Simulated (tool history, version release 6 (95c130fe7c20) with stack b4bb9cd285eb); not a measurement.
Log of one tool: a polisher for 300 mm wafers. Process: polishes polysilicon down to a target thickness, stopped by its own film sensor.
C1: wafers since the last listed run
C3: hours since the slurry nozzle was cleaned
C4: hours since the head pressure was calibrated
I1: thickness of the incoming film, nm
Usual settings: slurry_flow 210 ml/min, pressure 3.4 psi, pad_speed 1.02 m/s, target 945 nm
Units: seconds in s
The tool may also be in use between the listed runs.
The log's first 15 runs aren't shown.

{"run": 16, "hour": 187.7, "slurry_flow": 180, "pressure": 3.4, "pad_speed": 1.02, "target": 945, "C1": 97, "wafers polished on this pad": 597, "C3": 64, "C4": 1347.7, "I1": 1677.9, "seconds": 68.7}
{"run": 17, "hour": 199.3, "slurry_flow": 180, "pressure": 3.4, "pad_speed": 1.02, "target": 945, "C1": 78, "wafers polished on this pad": 676, "C3": 75.6, "C4": 1359.3, "I1": 1696.3, "seconds": 67.9}
{"run": 18, "hour": 216.8, "slurry_flow": 210, "pressure": 3.4, "pad_speed": 1.02, "target": 945, "C1": 118, "wafers polished on this pad": 795, "C3": 93.1, "C4": 1376.8, "I1": 1694.4, "seconds": 68.3}
{"run": 19, "hour": 233.0, "slurry_flow": 210, "pressure": 2.8, "pad_speed": 1.22, "target": 945, "C1": 110, "wafers polished on this pad": 905, "C3": 109.3, "C4": 1393, "I1": 1714.3, "seconds": 73.4}
{"run": 20, "hour": 243.5, "slurry_flow": 230, "pressure": 2.2, "pad_speed": 0.74, "target": 710, "C1": 71, "wafers polished on this pad": 976, "C3": 119.8, "C4": 1403.5, "I1": 1706.6, "seconds": 180.7}
{"hour": 248.0, "done": "worn pad replaced by a new one"}
{"run": 21, "hour": 255.5, "slurry_flow": 210, "pressure": 3.4, "pad_speed": 0.84, "target": 1021, "C1": 54, "wafers polished on this pad": 51, "C3": 131.8, "C4": 1415.5, "I1": 1665.4, "seconds": 69.5}
{"run": 22, "hour": 268.7, "slurry_flow": 265, "pressure": 4.6, "pad_speed": 1.36, "target": 1045, "C1": 89, "wafers polished on this pad": 140, "C3": 145, "C4": 1428.7, "I1": 1699.2, "seconds": 33.2}
{"run": 23, "hour": 282.6, "slurry_flow": 210, "pressure": 4.4, "pad_speed": 1.02, "target": 1201, "C1": 94, "wafers polished on this pad": 235, "C3": 158.9, "C4": 1442.6, "I1": 1705.1, "seconds": 35.3}
{"run": 24, "hour": 299.7, "slurry_flow": 210, "pressure": 3.4, "pad_speed": 1.02, "target": 945, "C1": 116, "wafers polished on this pad": 351, "C3": 176, "C4": 1459.7, "I1": 1648.8, "seconds": 63.9}
{"run": 25, "hour": 309.4, "slurry_flow": 210, "pressure": 3.4, "pad_speed": 1.02, "target": 749, "C1": 65, "wafers polished on this pad": 417, "C3": 185.7, "C4": 1469.4, "I1": 1699.6, "seconds": 85.7}
{"hour": 315.4, "done": "head pressure recalibrated"}
{"run": 26, "hour": 322.7, "slurry_flow": 270, "pressure": 3.4, "pad_speed": 1.02, "target": 945, "C1": 76, "wafers polished on this pad": 494, "C3": 199, "C4": 7.3, "I1": 1680.2, "seconds": 72.7}
{"run": 27, "hour": 333.6, "slurry_flow": 260, "pressure": 2.5, "pad_speed": 1.12, "target": 1058, "C1": 74, "wafers polished on this pad": 568, "C3": 209.9, "C4": 18.2, "I1": 1696, "seconds": 79}
{"run": 28, "hour": 350.1, "slurry_flow": 210, "pressure": 4.3, "pad_speed": 1.02, "target": 945, "C1": 112, "wafers polished on this pad": 680, "C3": 226.4, "C4": 34.7, "I1": 1696.2, "seconds": 60}
{"run": 29, "hour": 358.2, "slurry_flow": 210, "pressure": 4.2, "pad_speed": 1.02, "target": 945, "C1": 55, "wafers polished on this pad": 735, "C3": 234.5, "C4": 42.8, "I1": 1679.4, "seconds": 59.8}
{"run": 30, "hour": 365.1, "slurry_flow": 175, "pressure": 3.4, "pad_speed": 1.02, "target": 945, "C1": 46, "wafers polished on this pad": 782, "C3": 241.4, "C4": 49.7, "I1": 1656.1, "seconds": 71.6}
{"run": 31, "hour": 377.0, "slurry_flow": 210, "pressure": 4.5, "pad_speed": 1.14, "target": 945, "C1": 80, "wafers polished on this pad": 862, "C3": 253.3, "C4": 61.6, "I1": 1661.5, "seconds": 48.7}
{"hour": 389.7, "done": "worn pad replaced by a new one"}
{"run": 32, "hour": 390.2, "slurry_flow": 210, "pressure": 3.4, "pad_speed": 1.02, "target": 945, "C1": 62, "wafers polished on this pad": 3, "C3": 266.5, "C4": 74.8, "I1": 1670.5, "seconds": 71.5}
{"run": 33, "hour": 403.5, "slurry_flow": 210, "pressure": 3.8, "pad_speed": 1.02, "target": 818, "C1": 90, "wafers polished on this pad": 93, "C3": 279.8, "C4": 88.1, "I1": 1681.8, "seconds": 77.1}
{"run": 34, "hour": 420.5, "slurry_flow": 210, "pressure": 3.4, "pad_speed": 1.02, "target": 749, "C1": 115, "wafers polished on this pad": 209, "C3": 296.8, "C4": 105.1, "I1": 1676.2, "seconds": 89.6}
{"run": 35, "hour": 436.7, "slurry_flow": 210, "pressure": 3.4, "pad_speed": 1.02, "target": 945, "C1": 110, "wafers polished on this pad": 319, "C3": 313, "C4": 121.3, "I1": 1691.9, "seconds": 73.3}
{"run": 36, "hour": 444.3, "slurry_flow": 210, "pressure": 3.4, "pad_speed": 1.02, "target": 945, "C1": 51, "wafers polished on this pad": 371, "C3": 320.6, "C4": 128.9, "I1": 1696.5, "seconds": 73.6}
{"run": 37, "hour": 461.1, "slurry_flow": 210, "pressure": 3.4, "pad_speed": 1.02, "target": 707, "C1": 114, "wafers polished on this pad": 485, "C3": 337.4, "C4": 145.7, "I1": 1675.7, "seconds": 94.9}
{"run": 38, "hour": 473.7, "slurry_flow": 210, "pressure": 2.3, "pad_speed": 1.24, "target": 945, "C1": 85, "wafers polished on this pad": 570, "C3": 350, "C4": 158.3, "I1": 1679.4, "seconds": 89.2}

Forecast each of these 3 alternatives for the next run:
{"run": "A", "hour": 474.2, "slurry_flow": 210, "pressure": 3.4, "pad_speed": 1.02, "target": 945, "C1": 3, "wafers polished on this pad": 574, "C3": 350.5, "C4": 158.8, "I1": 1678.9, "seconds": "?"}
{"run": "B", "hour": 474.2, "slurry_flow": 210, "pressure": 3.4, "pad_speed": 1.34, "target": 945, "C1": 3, "wafers polished on this pad": 574, "C3": 350.5, "C4": 158.8, "I1": 1678.9, "seconds": "?"}
{"run": "C", "hour": 474.2, "slurry_flow": 210, "pressure": 2.3, "pad_speed": 0.72, "target": 945, "C1": 3, "wafers polished on this pad": 574, "C3": 350.5, "C4": 158.8, "I1": 1678.9, "seconds": "?"}

run=A seconds=71.4
run=B seconds=56.2
run=C seconds=141.2
Without the tool's hidden state the same runs would have given:
run=A seconds=73.6
run=B seconds=57.9
run=C seconds=145.5

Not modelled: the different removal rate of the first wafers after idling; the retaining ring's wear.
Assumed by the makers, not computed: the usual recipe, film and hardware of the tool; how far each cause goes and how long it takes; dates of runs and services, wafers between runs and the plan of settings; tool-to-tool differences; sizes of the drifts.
